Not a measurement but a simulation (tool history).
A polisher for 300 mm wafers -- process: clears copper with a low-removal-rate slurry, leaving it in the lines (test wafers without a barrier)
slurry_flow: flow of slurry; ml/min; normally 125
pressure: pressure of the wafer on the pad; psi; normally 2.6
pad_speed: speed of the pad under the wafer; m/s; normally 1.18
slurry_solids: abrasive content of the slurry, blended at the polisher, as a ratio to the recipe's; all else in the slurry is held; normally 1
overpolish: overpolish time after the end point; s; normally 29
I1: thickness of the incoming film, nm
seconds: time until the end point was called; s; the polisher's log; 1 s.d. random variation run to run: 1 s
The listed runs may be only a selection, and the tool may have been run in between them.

run 1 hour=0 | slurry_flow=125 pressure=2.6 pad_speed=1.18 slurry_solids=1 overpolish=16 | I1=285.9 | seconds=83.3
run 2 hour=39.5 | slurry_flow=125 pressure=2.6 pad_speed=1.18 slurry_solids=1 overpolish=16 | I1=284.3 | seconds=83.2
run 3 hour=113 | slurry_flow=125 pressure=2.6 pad_speed=1.18 slurry_solids=1 overpolish=16 | I1=291.1 | seconds=87.6
run 4 hour=160.9 | slurry_flow=135 pressure=2.6 pad_speed=1.18 slurry_solids=1 overpolish=29 | I1=282.4 | seconds=85.7
run 5 hour=304.2 | slurry_flow=125 pressure=2.6 pad_speed=1.18 slurry_solids=1 overpolish=29 | I1=283.2 | seconds=96.4
-- hour=358.5 slurry blender recalibrated
run 6 hour=383.6 | slurry_flow=125 pressure=2.6 pad_speed=1.18 slurry_solids=1 overpolish=29 | I1=285.3 | seconds=76
run 7 hour=472.7 | slurry_flow=135 pressure=2.6 pad_speed=1.18 slurry_solids=1 overpolish=29 | I1=288.6 | seconds=78.4
run 8 hour=522.8 | slurry_flow=125 pressure=2.6 pad_speed=1.18 slurry_solids=1 overpolish=29 | I1=288.1 | seconds=77.7
run 9 hour=620.3 | slurry_flow=125 pressure=2.6 pad_speed=1.18 slurry_solids=1 overpolish=38 | I1=282.8 | seconds=79.5
-- hour=656.8 head pressure recalibrated
run 10 hour=714.1 | slurry_flow=125 pressure=2.6 pad_speed=1.18 slurry_solids=1 overpolish=29 | I1=285.2 | seconds=79.1
-- hour=717.6 slurry nozzle cleaned
run 11 hour=794.7 | slurry_flow=125 pressure=2.6 pad_speed=1.18 slurry_solids=1 overpolish=29 | I1=284.1 | seconds=78.5
-- hour=824.5 worn pad replaced by a new one
run 12 hour=875.2 | slurry_flow=125 pressure=2.6 pad_speed=1.18 slurry_solids=1 overpolish=29 | I1=289.7 | seconds=81.1
run 13 hour=929.7 | slurry_flow=125 pressure=2.6 pad_speed=1.18 slurry_solids=0.75 overpolish=38 | I1=280.8 | seconds=88.6
run 14 hour=994.5 | slurry_flow=125 pressure=2.6 pad_speed=1.18 slurry_solids=1 overpolish=20 | I1=286.2 | seconds=85.5

Predict the results of run 15:
run 15 hour=1214.7 | slurry_flow=125 pressure=2.6 pad_speed=0.88 slurry_solids=1.1 overpolish=22 | I1=287.6 | seconds=?

Logged for run 15: seconds 123.2 s.
Had the tool carried no hidden state, the very same run would have given seconds 103.3 s.

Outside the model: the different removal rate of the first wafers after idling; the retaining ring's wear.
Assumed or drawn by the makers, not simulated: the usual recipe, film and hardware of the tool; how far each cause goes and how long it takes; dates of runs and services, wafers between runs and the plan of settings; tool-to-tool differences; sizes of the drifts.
